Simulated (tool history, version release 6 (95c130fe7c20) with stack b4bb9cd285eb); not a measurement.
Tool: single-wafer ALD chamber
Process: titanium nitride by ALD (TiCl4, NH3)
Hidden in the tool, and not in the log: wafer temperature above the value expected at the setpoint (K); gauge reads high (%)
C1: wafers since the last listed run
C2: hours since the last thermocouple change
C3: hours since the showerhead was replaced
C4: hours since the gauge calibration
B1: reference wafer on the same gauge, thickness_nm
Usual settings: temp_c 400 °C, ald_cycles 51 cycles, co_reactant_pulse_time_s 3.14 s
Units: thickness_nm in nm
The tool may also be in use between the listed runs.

Run 1, hour 0: usual settings; C1 0; C2 2800; C3 5308.9; C4 14; B1 0.89. Result: thickness_nm 1.101 nm.
Run 2, hour 10.2: usual settings; C1 52; C2 2810.2; C3 5319.1; C4 24.2; B1 0.89. Result: thickness_nm 1.105 nm.
Run 3, hour 27: usual settings; C1 86; C2 2827; C3 5335.9; C4 41; B1 0.89. Result: thickness_nm 1.107 nm.
Run 4, hour 40.1: usual settings; C1 67; C2 2840.1; C3 5349; C4 54.1; B1 0.89. Result: thickness_nm 1.108 nm.
Run 5, hour 48: usual settings; C1 40; C2 2848; C3 5356.9; C4 62; B1 0.89. Result: thickness_nm 1.104 nm.
Run 6, hour 60.1: usual settings; C1 61; C2 2860.1; C3 5369; C4 74.1; B1 0.89. Result: thickness_nm 1.099 nm.
Run 7, hour 75.6: usual settings; C1 79; C2 2875.6; C3 5384.5; C4 89.6; B1 0.89. Result: thickness_nm 1.104 nm.
Run 8, hour 87: usual settings; C1 58; C2 2887; C3 5395.9; C4 101; B1 0.89. Result: thickness_nm 1.102 nm.
Run 9, hour 94.5: usual settings but temp_c 393 °C; C1 38; C2 2894.5; C3 5403.4; C4 108.5; B1 0.891. Result: thickness_nm 1.095 nm.
At hour 127.1: showerhead replaced.
Run 10, hour 134: usual settings but temp_c 393 °C; C1 161; C2 2934; C3 6.9; C4 148; B1 0.89. Result: thickness_nm 1.103 nm.
Run 11, hour 150.3: usual settings but ald_cycles 56 cycles; C1 83; C2 2950.3; C3 23.2; C4 164.3; B1 0.89. Result: thickness_nm 1.212 nm.
Run 12, hour 159: usual settings but ald_cycles 56 cycles; C1 44; C2 2959; C3 31.9; C4 173; B1 0.89. Result: thickness_nm 1.211 nm.
Run 13, hour 168.6: usual settings; C1 49; C2 2968.6; C3 41.5; C4 182.6; B1 0.891. Result: thickness_nm 1.102 nm.
Run 14, hour 177.8: usual settings; C1 47; C2 2977.8; C3 50.7; C4 191.8; B1 0.89. Result: thickness_nm 1.104 nm.
At hour 189.8: thermocouple changed; heater temperature recalibrated.
Run 15, hour 190.3: usual settings; C1 23; C2 0.5; C3 63.2; C4 204.3; B1 0.89. Result: thickness_nm 1.104 nm.
Run 16, hour 197.1: usual settings but temp_c 413 °C, ald_cycles 58 cycles, co_reactant_pulse_time_s 2.13 s; C1 34; C2 7.3; C3 70; C4 211.1; B1 0.89. Result: thickness_nm 1.24 nm.
Run 17, hour 209.6: usual settings but ald_cycles 46 cycles; C1 64; C2 19.8; C3 82.5; C4 223.6; B1 0.89. Result: thickness_nm 0.995 nm.
Run 18, hour 219.1: usual settings but temp_c 396 °C; C1 48; C2 29.3; C3 92; C4 233.1; B1 0.89. Result: thickness_nm 1.101 nm.
Run 19, hour 235.5: usual settings but temp_c 392 °C, ald_cycles 60 cycles; C1 84; C2 45.7; C3 108.4; C4 249.5; B1 0.89. Result: thickness_nm 1.291 nm.
Run 20, hour 246.8: usual settings but temp_c 389 °C, ald_cycles 60 cycles, co_reactant_pulse_time_s 2.71 s; C1 57; C2 57; C3 119.7; C4 260.8; B1 0.89. Result: thickness_nm 1.285 nm.
At hour 254.6: gauge calibrated.
Run 21, hour 258.7: usual settings; C1 60; C2 68.9; C3 131.6; C4 4.1; B1 0.89. Result: thickness_nm 1.101 nm.
Run 22, hour 266.9: usual settings but temp_c 390 °C, ald_cycles 46 cycles, co_reactant_pulse_time_s 2.57 s; C1 42; C2 77.1; C3 139.8; C4 12.3; B1 0.89. Result: thickness_nm 0.98 nm.
Run 23, hour 275.7: usual settings; C1 45; C2 85.9; C3 148.6; C4 21.1; B1 0.89. Result: thickness_nm 1.104 nm.
Run 24, hour 283.6: usual settings but temp_c 406 °C, ald_cycles 57 cycles, co_reactant_pulse_time_s 1.91 s; C1 40; C2 93.8; C3 156.5; C4 29; B1 0.89. Result: thickness_nm 1.215 nm.
Run 25, hour 304.4: usual settings but ald_cycles 56 cycles, co_reactant_pulse_time_s 2.55 s; C1 106; C2 114.6; C3 177.3; C4 49.8; B1 0.89. Result: thickness_nm 1.198 nm.
Run 26, hour 320.1: usual settings but temp_c 386 °C, ald_cycles 47 cycles; C1 80; C2 130.3; C3 193; C4 65.5; B1 0.89. Result: thickness_nm 1.007 nm.

Forecast run 27:
Run 27, hour 327.6: usual settings but temp_c 391 °C, ald_cycles 58 cycles, co_reactant_pulse_time_s 2.4 s; C1 38; C2 137.8; C3 200.5; C4 73; B1 ?. Result: thickness_nm ?.

Run 27 gave B1 0.89, thickness_nm 1.231 nm.
Without the tool's hidden state the same run would have given thickness_nm 1.231 nm.
